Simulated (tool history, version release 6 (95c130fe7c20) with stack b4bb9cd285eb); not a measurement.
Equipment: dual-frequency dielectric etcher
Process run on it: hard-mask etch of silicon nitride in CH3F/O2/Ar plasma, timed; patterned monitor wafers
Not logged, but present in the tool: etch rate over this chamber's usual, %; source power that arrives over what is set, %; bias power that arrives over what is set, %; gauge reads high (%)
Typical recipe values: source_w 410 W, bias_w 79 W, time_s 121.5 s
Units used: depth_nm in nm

run   hour  source_w  bias_w  time_s  wafers since the last listed run  hours since the last wet clean  hours since the last source power generator calibration  hours since the last bias power generator calibration  hours since the last upper electrode change  hours since the gauge calibration  read-back reference wafer on the same gauge, depth_nm  depth_nm
  1      0       410      93   121.5                                 0                           164.4                                                   3423.9                                                 4081.5                                       4722.9                               74.5                                                   99.6      97.6
  2   25.8       410      93   121.5                               179                           190.2                                                   3449.7                                                 4107.3                                       4748.7                              100.3                                                   99.5      98.4
  3   57.2       370      93   121.5                               218                           221.6                                                   3481.1                                                 4138.7                                       4780.1                              131.7                                                   99.4        95
  4   77.5       370      93   121.5                               141                           241.9                                                   3501.4                                                   4159                                       4800.4                                152                                                   99.3        94
  5  102.3       370      93   121.5                               172                           266.7                                                   3526.2                                                 4183.8                                       4825.2                              176.8                                                   99.3        95
  6  115.9       410      79   121.5                                94                           280.3                                                   3539.8                                                 4197.4                                       4838.8                              190.4                                                   99.2      89.7
  7    141       480      79     147                               174                           305.4                                                   3564.9                                                 4222.5                                       4863.9                              215.5                                                   99.4     114.2
  8  153.2       480      79     147                                84                           317.6                                                   3577.1                                                 4234.7                                       4876.1                              227.7                                                   98.9       117
  9  165.4       480      79     147                                84                           329.8                                                   3589.3                                                 4246.9                                       4888.3                              239.9                                                     99     115.6
 10    210       490      79   121.5                               310                           374.4                                                   3633.9                                                 4291.5                                       4932.9                              284.5                                                   99.5      96.7
 11  229.2       490      79   121.5                               133                           393.6                                                   3653.1                                                 4310.7                                       4952.1                              303.7                                                   99.6      96.1
 12  261.6       430      79   121.5                               225                             426                                                   3685.5                                                 4343.1                                       4984.5                              336.1                                                   99.3      90.6
 13  278.8       430      79   121.5                               119                           443.2                                                   3702.7                                                 4360.3                                       5001.7                              353.3                                                   99.5      91.2
 14  304.2       410      79   121.5                               176                           468.6                                                   3728.1                                                 4385.7                                       5027.1                              378.7                                                   99.3      90.3
     336.7  -- upper electrode replaced
       338  -- wet clean of the chamber
 15  338.5       310      97   146.5                                63                             0.5                                                   3762.4                                                   4420                                          1.8                                413                                                   99.5     109.6
 16  351.4       330      66   121.5                                89                            13.4                                                   3775.3                                                 4432.9                                         14.7                              425.9                                                   99.4      74.6
 17  372.6       370      79   155.5                               147                            34.6                                                   3796.5                                                 4454.1                                         35.9                              447.1                                                   99.5     110.5
     378.6  -- gauge calibrated
 18  398.7       330      69     156                               181                            60.7                                                   3822.6                                                 4480.2                                           62                               20.1                                                   99.1      98.2
     417.8  -- bias power generator calibrated
 19  423.5       370      79      89                               144                            85.5                                                   3847.4                                                    5.7                                         86.8                               44.9                                                   99.2      63.2
 20  463.1       350      60     142                               275                           125.1                                                     3887                                                   45.3                                        126.4                               84.5                                                   99.5      84.8
     477.1  -- source power generator calibrated
 21  497.7       370      79   136.5                               212                           159.7                                                     20.6                                                   79.9                                          161                              119.1                                                   99.5      97.4
 22  512.4       410      79   121.5                               102                           174.4                                                     35.3                                                   94.6                                        175.7                              133.8                                                   99.5      89.3
 23  524.6       410      79   121.5                                84                           186.6                                                     47.5                                                  106.8                                        187.9                                146                                                     99      89.8
 24  557.6       460      62    91.5                               229                           219.6                                                     80.5                                                  139.8                                        220.9                                179                                                   99.3      61.9
 25    590       410      89   121.5                               225                             252                                                    112.9                                                  172.2                                        253.3                              211.4                                                   99.2      96.4
 26  611.7       450      92   121.5                               150                           273.7                                                    134.6                                                  193.9                                          275                              233.1                                                   99.3     101.4

Consider 4 possible next runs. They are alternatives, not a sequence: every one starts from the tool as it was left by run 26. What does each give?
  A  612.2       410      79   121.5                                 3                           274.2                                                    135.1                                                  194.4                                        275.5                              233.6                                                      ?         ?
  B  612.2       320      64    98.5                                 3                           274.2                                                    135.1                                                  194.4                                        275.5                              233.6                                                      ?         ?
  C  612.2       340      79   137.5                                 3                           274.2                                                    135.1                                                  194.4                                        275.5                              233.6                                                      ?         ?
  D  612.2       490      79   150.5                                 3                           274.2                                                    135.1                                                  194.4                                        275.5                              233.6                                                      ?         ?

run  read-back reference wafer on the same gauge, depth_nm  depth_nm
  A                                                   99.5      90.3
  B                                                   99.5      58.9
  C                                                   99.5      95.2
  D                                                   99.5     119.6
Had the tool no hidden state, the same runs would have come out as:
run  depth_nm
  A      90.3
  B      58.9
  C      95.2
  D     119.6
